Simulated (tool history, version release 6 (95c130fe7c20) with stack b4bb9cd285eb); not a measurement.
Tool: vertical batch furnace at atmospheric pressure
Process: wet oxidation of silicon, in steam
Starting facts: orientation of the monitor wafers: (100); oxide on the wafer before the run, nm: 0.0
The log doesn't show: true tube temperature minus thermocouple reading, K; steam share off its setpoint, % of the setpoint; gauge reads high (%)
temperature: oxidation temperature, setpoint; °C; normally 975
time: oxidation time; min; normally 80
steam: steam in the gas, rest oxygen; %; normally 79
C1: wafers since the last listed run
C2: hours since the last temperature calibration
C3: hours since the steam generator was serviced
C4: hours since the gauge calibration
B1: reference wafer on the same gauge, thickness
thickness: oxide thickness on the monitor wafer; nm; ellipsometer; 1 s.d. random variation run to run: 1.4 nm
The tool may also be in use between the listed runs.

Run 1, hour 0: usual settings but temperature 992 °C; C1 0; C2 1506; C3 2249.1; C4 842.6; B1 426.86. Result: thickness 428.88 nm.
Run 2, hour 58.5: usual settings; C1 1062; C2 1564.5; C3 2307.6; C4 901.1; B1 426.91. Result: thickness 376.58 nm.
Run 3, hour 98.6: usual settings; C1 728; C2 1604.6; C3 2347.7; C4 941.2; B1 427. Result: thickness 374.71 nm.
Run 4, hour 182.5: usual settings but time 98 min; C1 1524; C2 1688.5; C3 2431.6; C4 1025.1; B1 427.14. Result: thickness 432.32 nm.
Run 5, hour 282.1: usual settings but time 98 min; C1 1809; C2 1788.1; C3 2531.2; C4 1124.7; B1 426.64. Result: thickness 435.72 nm.
Run 6, hour 371.5: usual settings but temperature 958 °C, time 94 min; C1 1624; C2 1877.5; C3 2620.6; C4 1214.1; B1 427.27. Result: thickness 365.95 nm.
At hour 373.4: gauge calibrated.
Run 7, hour 449.3: usual settings but temperature 958 °C, time 94 min; C1 1413; C2 1955.3; C3 2698.4; C4 75.9; B1 426.91. Result: thickness 366.82 nm.
Run 8, hour 541.8: usual settings but temperature 958 °C, time 94 min; C1 1680; C2 2047.8; C3 2790.9; C4 168.4; B1 426.88. Result: thickness 368.63 nm.
Run 9, hour 642.8: usual settings; C1 1835; C2 2148.8; C3 2891.9; C4 269.4; B1 427.15. Result: thickness 376.74 nm.
Run 10, hour 713.9: usual settings; C1 1291; C2 2219.9; C3 2963; C4 340.5; B1 426.98. Result: thickness 376.57 nm.
Run 11, hour 752.9: usual settings; C1 708; C2 2258.9; C3 3002; C4 379.5; B1 426.95. Result: thickness 375.14 nm.
Run 12, hour 791.8: usual settings but temperature 964 °C, steam 89 %; C1 706; C2 2297.8; C3 3040.9; C4 418.4; B1 426.91. Result: thickness 373.18 nm.
Run 13, hour 857.3: usual settings but temperature 964 °C, steam 89 %; C1 1190; C2 2363.3; C3 3106.4; C4 483.9; B1 426.73. Result: thickness 375.27 nm.
Run 14, hour 897.2: usual settings; C1 724; C2 2403.2; C3 3146.3; C4 523.8; B1 427.21. Result: thickness 377.54 nm.
Run 15, hour 948.2: usual settings but temperature 999 °C, time 57.5 min, steam 85 %; C1 926; C2 2454.2; C3 3197.3; C4 574.8; B1 427.1. Result: thickness 379.9 nm.
At hour 987.5: thermocouples replaced and temperature profile calibrated.
Run 16, hour 988: usual settings but time 63 min, steam 71 %; C1 287; C2 0.5; C3 3237.1; C4 614.6; B1 426.84. Result: thickness 298.3 nm.
Run 17, hour 1046.4: usual settings but temperature 983 °C; C1 1061; C2 58.9; C3 3295.5; C4 673; B1 426.64. Result: thickness 408.73 nm.
Run 18, hour 1101.9: usual settings but steam 84 %; C1 1008; C2 114.4; C3 3351; C4 728.5; B1 427.21. Result: thickness 399.25 nm.
Run 19, hour 1201.9: usual settings but temperature 962 °C, time 54 min; C1 1817; C2 214.4; C3 3451; C4 828.5; B1 427.06. Result: thickness 256.95 nm.
Run 20, hour 1242.7: usual settings but temperature 964 °C, steam 89 %; C1 741; C2 255.2; C3 3491.8; C4 869.3; B1 426.82. Result: thickness 383.84 nm.
At hour 1324.5: thermocouples replaced and temperature profile calibrated, repeated, since the last time left the tool worse.
Run 21, hour 1471.6: usual settings but temperature 994 °C; C1 3723; C2 147.1; C3 3720.7; C4 1098.2; B1 427. Result: thickness 428.69 nm.
At hour 1509.5: gauge calibrated.
At hour 1512.4: steam generator serviced.
Run 22, hour 1560.4: usual settings; C1 1177; C2 235.9; C3 48; C4 50.9; B1 427.44. Result: thickness 370.03 nm.
Run 23, hour 1635.2: usual settings but temperature 962 °C, time 112.5 min; C1 1359; C2 310.7; C3 122.8; C4 125.7; B1 427.05. Result: thickness 424.86 nm.
Run 24, hour 1731.9: usual settings but temperature 960 °C, steam 76 %; C1 1757; C2 407.4; C3 219.5; C4 222.4; B1 426.85. Result: thickness 315.69 nm.
Run 25, hour 1814.9: usual settings; C1 1508; C2 490.4; C3 302.5; C4 305.4; B1 426.86. Result: thickness 371.67 nm.
Run 26, hour 1874.8: usual settings but temperature 991 °C; C1 1088; C2 550.3; C3 362.4; C4 365.3; B1 427.28. Result: thickness 420.15 nm.
Run 27, hour 1953.8: usual settings but temperature 964 °C, steam 89 %; C1 1435; C2 629.3; C3 441.4; C4 444.3; B1 427.19. Result: thickness 369.29 nm.
Run 28, hour 2035.6: usual settings but steam 67 %; C1 1486; C2 711.1; C3 523.2; C4 526.1; B1 427.07. Result: thickness 330.9 nm.
Run 29, hour 2079.4: usual settings but time 51 min; C1 795; C2 754.9; C3 567; C4 569.9; B1 426.79. Result: thickness 266.39 nm.

What if the next run were any one of these 3? Each begins from the tool's condition after run 29:
Run A, hour 2084.3: usual settings; C1 89; C2 759.8; C3 571.9; C4 574.8; B1 ?. Result: thickness ?.
Run B, hour 2084.3: usual settings but temperature 955 °C, time 45.5 min, steam 72 %; C1 89; C2 759.8; C3 571.9; C4 574.8; B1 ?. Result: thickness ?.
Run C, hour 2084.3: usual settings but time 51.5 min; C1 89; C2 759.8; C3 571.9; C4 574.8; B1 ?. Result: thickness ?.

run      B1  thickness
  A  427.22     372.72
  B  427.22     185.09
  C  427.22     268.72
The same runs, with their run-to-run variation unchanged, on a tool lacking any hidden condition would have given:
run  thickness
  A     366.62
  B     181.12
  C      263.8

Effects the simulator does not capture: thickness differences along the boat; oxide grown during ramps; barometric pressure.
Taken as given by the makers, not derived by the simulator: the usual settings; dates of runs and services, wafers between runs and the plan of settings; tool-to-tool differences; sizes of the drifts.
